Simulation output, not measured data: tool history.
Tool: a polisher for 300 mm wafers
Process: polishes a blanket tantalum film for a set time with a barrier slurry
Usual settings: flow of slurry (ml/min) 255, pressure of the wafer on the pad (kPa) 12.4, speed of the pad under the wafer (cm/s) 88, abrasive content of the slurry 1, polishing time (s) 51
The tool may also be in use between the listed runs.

run,hour,flow of slurry (ml/min),pressure of the wafer on the pad (kPa),speed of the pad under the wafer (cm/s),abrasive content of the slurry,polishing time (s),wafers since the last listed run,wafers polished on this pad,hours since the slurry nozzle was cleaned,hours since the head pressure was calibrated,hours since the slurry blender was calibrated,"incoming thickness of the incoming film, nm",film removed (nm)
1,0,255,12.4,106,1,51,0,3704,8.3,231.7,37.4,191.8,83.7
2,52.8,255,12.4,88,0.8,51,666,4370,61.1,284.5,90.2,192.6,61.2
3,102.2,255,12.4,88,0.8,51,623,4994,110.5,333.9,139.6,187.8,58.6
# hour 117.8: worn pad replaced by a new one
4,130.9,255,12.4,88,1,51,311,165,139.2,362.6,168.3,189.8,64.7
5,164.1,255,12.4,88,1,51,419,584,172.4,395.8,201.5,189.1,64.4
6,194.4,255,12.4,88,1,51,382,967,202.7,426.1,231.8,190.8,63.9
7,229,255,12.4,88,1,51,436,1403,237.3,460.7,266.4,192.5,62.6
8,299.9,255,12.4,88,1,51,895,2299,308.2,531.6,337.3,187.1,62.8
# hour 325.5: slurry blender recalibrated
9,347.4,255,12.4,88,0.9,51,574,2873,355.7,579.1,21.9,190,67.3
10,402.3,255,12.4,88,0.9,51,693,3566,410.6,634,76.8,190.9,63.4
11,449.9,255,12.4,88,0.9,51,601,4167,458.2,681.6,124.4,193.4,61
12,483.9,215,12.4,88,0.9,51,429,4597,492.2,715.6,158.4,189.7,58.9
13,509.8,215,12.4,88,0.9,51,327,4924,518.1,741.5,184.3,191.6,58.5
# hour 555.2: head pressure recalibrated
14,557.6,255,13.8,88,1,51,578,5502,565.9,2.4,232.1,189.2,65.9
# hour 562.1: worn pad replaced by a new one
# hour 619.6: slurry nozzle cleaned
15,620.1,255,12.4,88,1.1,51,726,720,0.5,64.9,294.6,189.7,64.7
# hour 659.4: slurry blender recalibrated
16,690.5,255,12.4,88,1.2,65,863,1583,70.9,135.3,31.1,193.5,97.1
17,743.3,285,12.4,88,0.9,65,666,2250,123.7,188.1,83.9,188.6,83
18,796.1,255,16.5,108,1,40,666,2917,176.5,240.9,136.7,189.4,72.8
19,835.6,255,12.4,88,0.9,51,498,3415,216,280.4,176.2,190.3,59.4
20,863.6,255,12.4,88,1,51,353,3769,244,308.4,204.2,189.7,62
# hour 912: worn pad replaced by a new one
# hour 1057.4: slurry blender recalibrated
21,1066,300,12.4,108,0.85,46,2479,1918,446.4,510.8,8.6,189.6,73.8
22,1136.6,255,12.4,88,1,51,891,2810,517,581.4,79.2,190,67.8
# hour 1177.9: head pressure recalibrated
23,1199.4,255,12.4,104,1.2,51,767,3577,579.8,21.5,142,189.6,82.7

Forecast run 24:
# hour 1245.4: worn pad replaced by a new one
24,1271.3,255,12.4,88,1.1,62,857,326,651.7,93.4,213.9,189.1,?

Run 24 gave film removed (nm) 80.5.
Without the tool's hidden state the same run would have given film removed (nm) 90.3.

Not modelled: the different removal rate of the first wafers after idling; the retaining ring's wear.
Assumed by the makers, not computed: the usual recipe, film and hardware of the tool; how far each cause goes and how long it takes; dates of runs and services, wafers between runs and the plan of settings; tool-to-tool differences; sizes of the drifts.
